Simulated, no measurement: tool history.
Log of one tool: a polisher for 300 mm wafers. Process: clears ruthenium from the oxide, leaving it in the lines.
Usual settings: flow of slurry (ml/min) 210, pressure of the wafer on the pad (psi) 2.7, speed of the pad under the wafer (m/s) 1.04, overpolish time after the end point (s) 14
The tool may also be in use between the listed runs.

run,day,flow of slurry (ml/min),pressure of the wafer on the pad (psi),speed of the pad under the wafer (m/s),overpolish time after the end point (s),"incoming thickness of the incoming film, nm",time until the end point was called (s)
1,0,210,2.7,1.04,14,126.1,70.6
2,2.921,210,2.7,1.04,14,125.7,71.8
# day 4.158: slurry nozzle cleaned
3,5.108,210,2.7,1.04,14,124.2,63.9
# day 5.288: head pressure recalibrated
4,9.088,210,2.7,1.04,14,124.1,64.4
5,12.95,210,2.7,1.04,14,126.1,66.9
# day 16.088: worn pad replaced by a new one
6,17,210,2.7,1.04,14,123.9,66.9
7,30.404,210,2.7,1.04,14,122.5,68.7
# day 30.721: slurry nozzle cleaned
8,33.204,210,2.7,1.04,14,127.9,66.2
# day 35.792: head pressure recalibrated
9,36.292,210,2.7,1.04,14,124.7,65.3
# day 43.842: worn pad replaced by a new one
10,44.967,210,2.7,1.22,14,125.3,60.2
11,49.388,210,2.7,1.22,14,123.8,58.7
12,51.238,210,2.7,1.04,14,124.9,70.9
13,53.833,210,2.7,1.04,14,126.2,70
14,56.796,210,2.7,1.04,14,122.9,69
15,61.004,210,2.7,1.04,14,125.1,71.6
# day 61.188: slurry nozzle cleaned
16,63.567,210,2.7,1.04,14,125,64.1
17,66.671,210,2.7,1.04,14,125.3,64.5
18,68.329,210,2.7,1.04,14,123.8,65.1
# day 69.342: head pressure recalibrated
19,71.404,210,3.6,1.34,14,123.4,43.2
# day 71.704: worn pad replaced by a new one
20,74.221,170,2.3,1.04,14,123.9,76.1
21,77.342,210,2.7,1.04,14,127.4,69
22,79.7,210,2.7,0.82,14,122.8,83.6
23,81.542,175,2.7,1.04,9,125.2,72.1
24,85.658,270,3.4,0.74,11,125,76.6
# day 87.733: slurry nozzle cleaned
25,88.521,210,3.3,1.04,14,124.7,55
26,90.771,210,2.7,0.72,10,123.7,88.1
27,92.312,140,2.7,1.04,14,125.5,70.2
# day 97.067: worn pad replaced by a new one
# day 98.375: head pressure recalibrated
28,102.721,180,3.1,1.32,18,124.7,52.6
29,104.367,210,2.7,1.04,14,125.1,68.9
30,107.183,210,2.3,0.74,7,126.4,102.6
31,111.412,210,2.7,1.04,14,125.7,68.8
32,112.925,245,2.1,0.82,20,124.6,94.6
33,114.983,250,1.9,0.94,10,126.4,90.2
# day 115.054: slurry nozzle cleaned
34,117.492,185,3.5,1.04,7,125.6,56.8
35,121.633,180,2,1.18,14,125.8,74
36,123.204,245,2.1,0.82,20,124.9,92

Forecast each of these 4 alternatives for the next run:
A,123.225,155,2.7,1.04,14,124.9,?
B,123.225,230,3.4,1.38,14,124.9,?
C,123.225,210,2.2,1.26,14,124.9,?
D,123.225,180,2.4,1.04,14,124.9,?

run,time until the end point was called (s)
A,74.7
B,45.4
C,65.4
D,76.8
Without the tool's hidden state the same runs would have given:
run,time until the end point was called (s)
A,67.6
B,42.5
C,60.8
D,70.5
